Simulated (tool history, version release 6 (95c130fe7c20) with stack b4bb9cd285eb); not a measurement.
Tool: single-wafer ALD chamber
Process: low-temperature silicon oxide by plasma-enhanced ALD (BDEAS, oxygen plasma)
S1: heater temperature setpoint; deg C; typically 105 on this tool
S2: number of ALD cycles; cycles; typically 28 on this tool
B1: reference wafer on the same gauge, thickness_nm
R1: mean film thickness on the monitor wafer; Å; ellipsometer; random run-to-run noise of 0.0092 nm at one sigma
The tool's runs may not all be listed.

run,hour,S1,S2,B1,R1
1,0,105,32,3.489,42.21
2,39,105,32,3.493,42.11
3,47.1,105,32,3.489,42.29
4,62,105,30,3.489,39.7
5,71.1,105,30,3.49,39.5
6,80.8,105,28,3.49,36.86
7,87.5,105,28,3.492,37.03
8,93.6,105,28,3.488,36.9
9,101.9,105,28,3.491,37.07
10,115.1,100,28,3.491,37.23
11,130.5,105,28,3.491,37
12,170.4,105,28,3.49,36.79
13,181.6,105,28,3.488,37.01
14,196.8,105,28,3.491,36.98
15,213.7,105,28,3.489,36.97
16,227.6,105,28,3.49,36.84
17,243.7,105,28,3.489,36.99
18,251.4,105,28,3.492,36.95
# hour 264.2: thermocouple changed; heater temperature recalibrated
19,264.7,105,28,3.49,36.86
20,266.6,101,28,3.488,37.19
21,278.3,101,28,3.489,37.13
22,289.1,101,28,3.49,37
23,298.2,105,25,3.491,32.76
24,311.1,105,28,3.489,36.9
25,320.7,115,24,3.49,31.18
# hour 349: gauge calibrated
26,361,91,30,3.489,40.84
27,369.8,105,28,3.492,36.92
28,379.2,105,28,3.49,36.86
29,396.1,113,26,3.49,33.95
30,407.6,99,23,3.491,30.63
31,419.1,105,31,3.491,40.93
32,431.2,105,28,3.488,36.91
33,445.5,116,30,3.49,38.83
34,458,111,26,3.49,34.02
35,504.9,90,23,3.49,31.32
36,517.5,105,24,3.49,31.67
37,529.8,105,33,3.489,43.63
38,539.2,97,31,3.488,41.64
39,546.7,113,33,3.488,42.84
40,599.9,117,26,3.49,33.67
41,609.2,109,28,3.489,36.58
42,616.2,120,28,3.491,35.98
43,622.7,105,28,3.489,36.88
44,629.6,105,28,3.489,37.04
45,644.4,105,28,3.491,36.96
46,660.1,110,23,3.489,30.05
47,674.9,112,25,3.49,32.77

Exercise: give the hidden state of the tool at every run:
wafer temperature above the value expected at the setpoint (K): 0 at every run
gauge reads high (%): 0 at every run

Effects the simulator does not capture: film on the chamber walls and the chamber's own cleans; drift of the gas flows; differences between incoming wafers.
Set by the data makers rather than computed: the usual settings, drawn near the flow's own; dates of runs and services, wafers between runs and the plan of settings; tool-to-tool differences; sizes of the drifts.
